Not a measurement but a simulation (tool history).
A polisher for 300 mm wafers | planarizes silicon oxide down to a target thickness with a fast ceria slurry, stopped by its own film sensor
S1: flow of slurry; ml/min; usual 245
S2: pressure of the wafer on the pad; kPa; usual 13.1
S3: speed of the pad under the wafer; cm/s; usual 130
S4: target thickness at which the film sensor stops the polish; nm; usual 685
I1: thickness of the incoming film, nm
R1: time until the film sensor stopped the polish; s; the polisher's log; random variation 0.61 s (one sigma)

run   hour   S1    S2   S3   S4      I1    R1
  1    0.0  245  13.1  130  685  1634.4  63.8
  2   13.2  245  13.1  130  523  1652.6  75.8
      25.1  -- worn pad replaced by a new one
  3   25.6  245  13.1  130  685  1640.0  64.8
  4   36.1  245  13.1  130  685  1650.7  66.0
  5   42.6  245  13.1  130  685  1658.5  65.6
  6   58.4  245  13.1  130  685  1661.0  66.9
  7   71.4  245  13.1  130  685  1621.4  63.5
  8   78.5  245  13.1  130  685  1649.9  65.4
      83.5  -- slurry nozzle cleaned
  9  115.8  245  13.1  130  685  1668.3  60.6
 10  126.2  245  13.1  130  685  1643.7  59.5
 11  136.7  245  13.1  130  998  1662.8  41.6
     150.1  -- worn pad replaced by a new one, of another model than before
 12  150.6  245  13.1  130  685  1670.2  62.7
 13  157.6  245  13.1  130  685  1663.8  61.6
 14  168.5  295  13.1  130  685  1656.6  59.5
 15  177.9  245  13.1  130  858  1672.2  51.5
     187.2  -- head pressure recalibrated
 16  211.1  245  16.5   86  685  1646.9  69.9
 17  219.4  310  11.0  114  685  1676.3  73.3
 18  235.6  275  15.9  164  818  1649.7  38.3

Forecast run 19:
 19  243.4  215  14.5  170  685  1659.0   ?

{"run 19": {"R1": 47.9}}
Without the tool's hidden state the same run would have given R1 47.2 s.

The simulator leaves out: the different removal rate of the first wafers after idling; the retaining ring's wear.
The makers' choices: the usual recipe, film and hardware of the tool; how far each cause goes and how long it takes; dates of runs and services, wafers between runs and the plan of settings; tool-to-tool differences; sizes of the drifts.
